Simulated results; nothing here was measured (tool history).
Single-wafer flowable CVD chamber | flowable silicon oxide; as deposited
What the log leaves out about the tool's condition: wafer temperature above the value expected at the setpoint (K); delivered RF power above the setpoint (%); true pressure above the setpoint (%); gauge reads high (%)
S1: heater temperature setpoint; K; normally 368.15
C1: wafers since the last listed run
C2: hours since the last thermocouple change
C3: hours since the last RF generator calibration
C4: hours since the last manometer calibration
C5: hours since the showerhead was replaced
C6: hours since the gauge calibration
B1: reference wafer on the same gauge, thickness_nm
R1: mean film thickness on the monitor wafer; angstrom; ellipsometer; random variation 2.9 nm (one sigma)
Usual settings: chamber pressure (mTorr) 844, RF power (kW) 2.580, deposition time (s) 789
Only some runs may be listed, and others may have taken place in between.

run 1 day=0.000 | S1=368.15 chamber_pressure_(mTorr)=844 RF_power_(kW)=2.580 deposition_time_(s)=789 | C1=0 C2=1652.1 C3=1031.0 C4=2366.8 C5=4556.7 C6=211.3 | B1=628.066 | R1=6913.01
run 2 day=0.692 | S1=368.15 chamber_pressure_(mTorr)=844 RF_power_(kW)=2.580 deposition_time_(s)=789 | C1=47 C2=1668.7 C3=1047.6 C4=2383.4 C5=4573.3 C6=227.9 | B1=627.582 | R1=6916.09
run 3 day=1.333 | S1=368.15 chamber_pressure_(mTorr)=844 RF_power_(kW)=2.580 deposition_time_(s)=789 | C1=43 C2=1684.1 C3=1063.0 C4=2398.8 C5=4588.7 C6=243.3 | B1=627.836 | R1=6961.51
run 4 day=1.908 | S1=368.15 chamber_pressure_(mTorr)=844 RF_power_(kW)=2.580 deposition_time_(s)=789 | C1=39 C2=1697.9 C3=1076.8 C4=2412.6 C5=4602.5 C6=257.1 | B1=627.741 | R1=6935.70
run 5 day=2.488 | S1=368.15 chamber_pressure_(mTorr)=844 RF_power_(kW)=2.580 deposition_time_(s)=789 | C1=39 C2=1711.8 C3=1090.7 C4=2426.5 C5=4616.4 C6=271.0 | B1=627.939 | R1=6983.99
-- day=3.050 thermocouple changed; heater temperature recalibrated
run 6 day=3.071 | S1=368.15 chamber_pressure_(mTorr)=844 RF_power_(kW)=2.580 deposition_time_(s)=789 | C1=16 C2=0.5 C3=1104.7 C4=2440.5 C5=4630.4 C6=285.0 | B1=628.298 | R1=6335.35
run 7 day=3.150 | S1=368.15 chamber_pressure_(mTorr)=844 RF_power_(kW)=2.580 deposition_time_(s)=789 | C1=5 C2=2.4 C3=1106.6 C4=2442.4 C5=4632.3 C6=286.9 | B1=628.332 | R1=6377.17
-- day=3.562 capacitance manometer re-zeroed and calibrated
run 8 day=3.579 | S1=368.15 chamber_pressure_(mTorr)=844 RF_power_(kW)=2.580 deposition_time_(s)=789 | C1=6 C2=12.7 C3=1116.9 C4=0.4 C5=4642.6 C6=297.2 | B1=627.271 | R1=6350.71
run 9 day=4.212 | S1=368.15 chamber_pressure_(mTorr)=844 RF_power_(kW)=2.580 deposition_time_(s)=789 | C1=43 C2=27.9 C3=1132.1 C4=15.6 C5=4657.8 C6=312.4 | B1=628.826 | R1=6368.40
run 10 day=4.850 | S1=368.15 chamber_pressure_(mTorr)=844 RF_power_(kW)=2.580 deposition_time_(s)=789 | C1=43 C2=43.2 C3=1147.4 C4=30.9 C5=4673.1 C6=327.7 | B1=627.026 | R1=6378.06
run 11 day=5.492 | S1=368.15 chamber_pressure_(mTorr)=844 RF_power_(kW)=2.580 deposition_time_(s)=789 | C1=43 C2=58.6 C3=1162.8 C4=46.3 C5=4688.5 C6=343.1 | B1=628.292 | R1=6372.66
-- day=5.792 gauge calibrated
run 12 day=6.233 | S1=363.15 chamber_pressure_(mTorr)=844 RF_power_(kW)=2.160 deposition_time_(s)=789 | C1=50 C2=76.4 C3=1180.6 C4=64.1 C5=4706.3 C6=10.6 | B1=628.195 | R1=7345.22
-- day=6.867 showerhead replaced
run 13 day=6.888 | S1=382.15 chamber_pressure_(mTorr)=844 RF_power_(kW)=2.110 deposition_time_(s)=903 | C1=21 C2=92.1 C3=1196.3 C4=79.8 C5=0.5 C6=26.3 | B1=627.331 | R1=4642.67
run 14 day=7.150 | S1=359.15 chamber_pressure_(mTorr)=942 RF_power_(kW)=2.430 deposition_time_(s)=658 | C1=17 C2=98.4 C3=1202.6 C4=86.1 C5=6.8 C6=32.6 | B1=628.234 | R1=7745.55
run 15 day=7.746 | S1=368.15 chamber_pressure_(mTorr)=844 RF_power_(kW)=2.580 deposition_time_(s)=789 | C1=40 C2=112.7 C3=1216.9 C4=100.4 C5=21.1 C6=46.9 | B1=628.058 | R1=6381.30
run 16 day=8.133 | S1=368.15 chamber_pressure_(mTorr)=844 RF_power_(kW)=2.580 deposition_time_(s)=789 | C1=26 C2=122.0 C3=1226.2 C4=109.7 C5=30.4 C6=56.2 | B1=628.342 | R1=6412.03
run 17 day=8.483 | S1=361.15 chamber_pressure_(mTorr)=844 RF_power_(kW)=2.580 deposition_time_(s)=889 | C1=23 C2=130.4 C3=1234.6 C4=118.1 C5=38.8 C6=64.6 | B1=628.271 | R1=8897.97
run 18 day=8.767 | S1=382.15 chamber_pressure_(mTorr)=844 RF_power_(kW)=2.580 deposition_time_(s)=789 | C1=19 C2=137.2 C3=1241.4 C4=124.9 C5=45.6 C6=71.4 | B1=627.082 | R1=4080.54
run 19 day=9.183 | S1=368.15 chamber_pressure_(mTorr)=844 RF_power_(kW)=2.580 deposition_time_(s)=789 | C1=28 C2=147.2 C3=1251.4 C4=134.9 C5=55.6 C6=81.4 | B1=627.769 | R1=6360.72
-- day=9.525 RF generator calibrated
run 20 day=10.946 | S1=377.15 chamber_pressure_(mTorr)=659 RF_power_(kW)=2.935 deposition_time_(s)=839 | C1=97 C2=189.5 C3=34.1 C4=177.2 C5=97.9 C6=123.7 | B1=626.684 | R1=4115.23
run 21 day=11.333 | S1=361.15 chamber_pressure_(mTorr)=651 RF_power_(kW)=2.960 deposition_time_(s)=928 | C1=26 C2=198.8 C3=43.4 C4=186.5 C5=107.2 C6=133.0 | B1=628.744 | R1=7384.63
run 22 day=11.838 | S1=368.15 chamber_pressure_(mTorr)=844 RF_power_(kW)=2.580 deposition_time_(s)=789 | C1=34 C2=210.9 C3=55.5 C4=198.6 C5=119.3 C6=145.1 | B1=628.604 | R1=6457.51
run 23 day=12.412 | S1=368.15 chamber_pressure_(mTorr)=844 RF_power_(kW)=2.580 deposition_time_(s)=789 | C1=39 C2=224.7 C3=69.3 C4=212.4 C5=133.1 C6=158.9 | B1=627.914 | R1=6365.16
run 24 day=12.938 | S1=368.15 chamber_pressure_(mTorr)=844 RF_power_(kW)=2.250 deposition_time_(s)=789 | C1=35 C2=237.3 C3=81.9 C4=225.0 C5=145.7 C6=171.5 | B1=629.309 | R1=6326.27
run 25 day=13.396 | S1=379.15 chamber_pressure_(mTorr)=1042 RF_power_(kW)=2.410 deposition_time_(s)=912 | C1=31 C2=248.3 C3=92.9 C4=236.0 C5=156.7 C6=182.5 | B1=628.754 | R1=6373.63

Forecast run 26:
run 26 day=14.067 | S1=368.15 chamber_pressure_(mTorr)=844 RF_power_(kW)=2.580 deposition_time_(s)=789 | C1=45 C2=264.4 C3=109.0 C4=252.1 C5=172.8 C6=198.6 | B1=? | R1=?

B1: 627.474
R1: 6413.72 angstrom
Without the tool's hidden state the same run would have given R1 6311.59 angstrom.
